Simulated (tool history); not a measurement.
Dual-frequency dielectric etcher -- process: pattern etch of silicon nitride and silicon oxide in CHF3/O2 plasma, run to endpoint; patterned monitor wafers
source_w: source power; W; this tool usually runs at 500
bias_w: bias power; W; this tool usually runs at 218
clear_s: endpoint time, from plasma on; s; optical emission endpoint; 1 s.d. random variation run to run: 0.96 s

run	hour	source_w	bias_w	wafers since the last listed run	hours since the last wet clean	hours since the last source power generator calibration	hours since the last bias power generator calibration	hours since the last upper electrode change	incoming incoming film thickness, nm	clear_s
1	0.0	410	218	0	120.1	2306.1	2054.0	4587.9	185.9	117.3
2	50.5	410	218	462	170.6	2356.6	2104.5	4638.4	187.1	116.7
3	141.5	500	218	834	261.6	2447.6	2195.5	4729.4	188.1	112.5
4	193.9	500	218	480	314.0	2500.0	2247.9	4781.8	185.7	111.3
5	262.1	590	218	625	382.2	2568.2	2316.1	4850.0	185.7	106.2
6	337.2	500	218	688	457.3	2643.3	2391.2	4925.1	188.4	115.0
7	376.4	500	218	359	496.5	2682.5	2430.4	4964.3	184.4	111.9
# hour 433.4: wet clean of the chamber
8	466.6	500	259	606	33.2	2772.7	2520.6	5054.5	187.3	102.5
9	523.8	500	259	524	90.4	2829.9	2577.8	5111.7	185.6	102.6
# hour 622.2: source power generator calibrated
# hour 642.1: upper electrode replaced
10	642.6	500	218	869	209.2	20.4	2696.6	0.5	187.9	110.8
# hour 679.2: bias power generator calibrated
11	706.3	500	218	547	272.9	84.1	27.1	64.2	187.4	111.6
12	807.2	500	218	924	373.8	185.0	128.0	165.1	182.9	109.6
13	856.8	500	218	454	423.4	234.6	177.6	214.7	186.0	113.0
14	930.4	500	218	674	497.0	308.2	251.2	288.3	185.3	113.6
15	1016.3	550	250	787	582.9	394.1	337.1	374.2	189.3	106.6
16	1071.2	600	250	503	637.8	449.0	392.0	429.1	188.5	103.5
# hour 1151.2: wet clean of the chamber
17	1151.7	500	218	517	0.5	529.5	472.5	509.6	187.9	110.4
18	1227.1	410	218	691	75.9	604.9	547.9	585.0	186.9	118.6
19	1284.2	500	170	523	133.0	662.0	605.0	642.1	185.1	123.4
20	1377.7	600	218	857	226.5	755.5	698.5	735.6	187.1	107.0
21	1465.4	450	218	803	314.2	843.2	786.2	823.3	185.5	118.0
22	1572.4	500	218	980	421.2	950.2	893.2	930.3	186.2	112.3
23	1653.2	590	232	740	502.0	1031.0	974.0	1011.1	188.0	107.5
# hour 1745.9: wet clean of the chamber
24	1773.2	450	218	879	27.3	1151.0	1094.0	1131.1	188.0	115.1
25	1863.9	420	179	831	118.0	1241.7	1184.7	1221.8	186.3	127.5
26	1932.9	400	218	632	187.0	1310.7	1253.7	1290.8	187.5	117.0

For each run, what was the tool's unlogged condition?
source power that arrives over what is set, %: 0, the same for each run
bias power that arrives over what is set, %: 0, the same for each run
H1: etch rate over this chamber's usual, %
run	H1
1	-0.49
2	-0.908
3	-1.66
4	-2.1
5	-2.66
6	-3.28
7	-3.61
8	-0.26
9	-0.734
10	-1.72
11	-2.25
12	-3.08
13	-3.49
14	-4.1
15	-4.81
16	-5.27
17	-0.771
18	-1.4
19	-1.87
20	-2.64
21	-3.37
22	-4.26
23	-4.93
24	0.0536
25	-0.698
26	-1.27

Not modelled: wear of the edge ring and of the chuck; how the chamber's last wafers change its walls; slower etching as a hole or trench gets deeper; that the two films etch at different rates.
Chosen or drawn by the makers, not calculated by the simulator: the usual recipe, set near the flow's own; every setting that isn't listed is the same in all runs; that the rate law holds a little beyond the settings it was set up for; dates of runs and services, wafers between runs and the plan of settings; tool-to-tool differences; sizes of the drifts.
